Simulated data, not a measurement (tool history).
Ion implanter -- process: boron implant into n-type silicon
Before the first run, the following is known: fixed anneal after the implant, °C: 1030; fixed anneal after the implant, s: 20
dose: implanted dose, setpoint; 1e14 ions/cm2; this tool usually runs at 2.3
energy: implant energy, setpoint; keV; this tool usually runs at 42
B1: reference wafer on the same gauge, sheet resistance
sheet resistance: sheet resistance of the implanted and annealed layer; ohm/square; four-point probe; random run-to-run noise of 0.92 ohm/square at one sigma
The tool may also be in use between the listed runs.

run 1 day=0 | dose=2.72 energy=35.5 | B1=403.19 | sheet_resistance=350.75
run 2 day=0.342 | dose=2.3 energy=42 | B1=402.94 | sheet_resistance=389.23
run 3 day=0.917 | dose=2.3 energy=42 | B1=402.84 | sheet_resistance=389.94
run 4 day=1.283 | dose=2.3 energy=46.5 | B1=403.02 | sheet_resistance=384.2
run 5 day=1.75 | dose=2.61 energy=51.5 | B1=403.35 | sheet_resistance=342.11
-- day=1.904 gauge calibrated
run 6 day=2.212 | dose=2.3 energy=42 | B1=402.68 | sheet_resistance=389.23
run 7 day=2.95 | dose=2.3 energy=42 | B1=403.47 | sheet_resistance=388.84
run 8 day=3.638 | dose=2.3 energy=42 | B1=402.76 | sheet_resistance=388.49
run 9 day=3.95 | dose=2.3 energy=42 | B1=403.16 | sheet_resistance=388.91
run 10 day=4.229 | dose=2.3 energy=42 | B1=403.12 | sheet_resistance=386.78
run 11 day=4.962 | dose=2.3 energy=42 | B1=402.67 | sheet_resistance=388.76
run 12 day=5.225 | dose=2.04 energy=46.5 | B1=402.85 | sheet_resistance=419.36
run 13 day=5.567 | dose=1.78 energy=34 | B1=403.19 | sheet_resistance=485.25
-- day=6.146 extraction supply calibrated
run 14 day=6.167 | dose=2.3 energy=42 | B1=402.77 | sheet_resistance=385.44
run 15 day=6.592 | dose=2.02 energy=49.5 | B1=402.81 | sheet_resistance=416.23
-- day=6.883 gauge calibrated
-- day=7.296 Faraday cup replaced and dose calibrated
run 16 day=7.317 | dose=1.87 energy=34 | B1=402.71 | sheet_resistance=477.04
run 17 day=7.596 | dose=2.3 energy=56.5 | B1=403.29 | sheet_resistance=379.09
run 18 day=8.338 | dose=2.3 energy=42 | B1=403.15 | sheet_resistance=397.84
run 19 day=8.75 | dose=2.02 energy=49.5 | B1=403.1 | sheet_resistance=426.78
run 20 day=9.067 | dose=2.3 energy=42 | B1=403.11 | sheet_resistance=395.47
run 21 day=9.629 | dose=2.79 energy=51.5 | B1=402.74 | sheet_resistance=332.4
run 22 day=10.096 | dose=2.97 energy=28 | B1=403.07 | sheet_resistance=338.54

Results for each run, recomputed without the tool's hidden state and with each run's random variation untouched:
The tool's hidden condition here consists of: deviation of the true dose from the Faraday cup's reading, %; deviation of the true energy from its setpoint, %; gauge reads high (%).
run=1 sheet_resistance=356.56
run=2 sheet_resistance=395.7
run=3 sheet_resistance=396.81
run=4 sheet_resistance=391.17
run=5 sheet_resistance=348.68
run=6 sheet_resistance=397.01
run=7 sheet_resistance=397.16
run=8 sheet_resistance=397.31
run=9 sheet_resistance=397.98
run=10 sheet_resistance=396.01
run=11 sheet_resistance=398.63
run=12 sheet_resistance=429.96
run=13 sheet_resistance=498.04
run=14 sheet_resistance=396.19
run=15 sheet_resistance=427.85
run=16 sheet_resistance=477.78
run=17 sheet_resistance=379.67
run=18 sheet_resistance=398.47
run=19 sheet_resistance=427.45
run=20 sheet_resistance=396.12
run=21 sheet_resistance=332.98
run=22 sheet_resistance=339.18
